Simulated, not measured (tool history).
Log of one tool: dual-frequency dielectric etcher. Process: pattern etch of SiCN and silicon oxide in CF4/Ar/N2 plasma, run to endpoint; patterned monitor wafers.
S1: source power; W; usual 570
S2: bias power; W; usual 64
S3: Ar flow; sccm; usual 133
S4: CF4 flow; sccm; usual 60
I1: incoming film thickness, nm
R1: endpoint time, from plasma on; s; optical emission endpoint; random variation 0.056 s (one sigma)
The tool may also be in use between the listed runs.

run,hour,S1,S2,S3,S4,I1,R1
1,0.0,570,64,133,60,15.27,16.7
2,101.9,570,64,133,60,15.17,16.6
3,206.6,570,64,133,60,15.15,16.3
4,294.4,570,64,133,60,15.17,16.3
5,402.2,530,49,133,71,15.03,18.1
# hour 430.2: wet clean of the chamber
6,449.0,520,64,117,49,15.01,17.5
# hour 459.2: Ar flow controller replaced
7,490.9,530,64,116,49,15.22,17.2
8,559.9,570,64,133,74,14.98,15.5
9,611.7,570,64,133,60,15.11,16.2
10,674.7,440,79,149,54,15.27,17.7
# hour 682.8: bias power generator calibrated
# hour 708.4: CF4 flow controller replaced
11,723.5,570,64,133,60,15.05,15.9
12,774.0,570,64,133,60,15.04,16.0
# hour 827.0: upper electrode replaced
13,847.9,570,64,133,60,15.04,15.9
14,926.1,490,59,164,65,15.13,18.5
# hour 982.9: wet clean of the chamber
15,983.4,520,64,133,47,15.01,18.1
16,1074.2,480,64,156,60,15.28,19.0
17,1159.5,450,64,133,60,15.16,18.8
18,1203.4,570,77,149,60,15.10,15.4
19,1271.7,660,64,153,60,15.17,15.4
20,1316.0,470,49,154,73,15.11,20.2
21,1406.0,570,64,148,60,15.22,16.6
# hour 1497.5: wet clean of the chamber
22,1498.0,570,64,156,60,15.04,17.2

The next listed run, before its measurement:
23,1587.7,570,64,133,60,15.03,?

Run 23 gave R1 16.3 s.
Without the tool's hidden state the same run would have given R1 16.3 s.
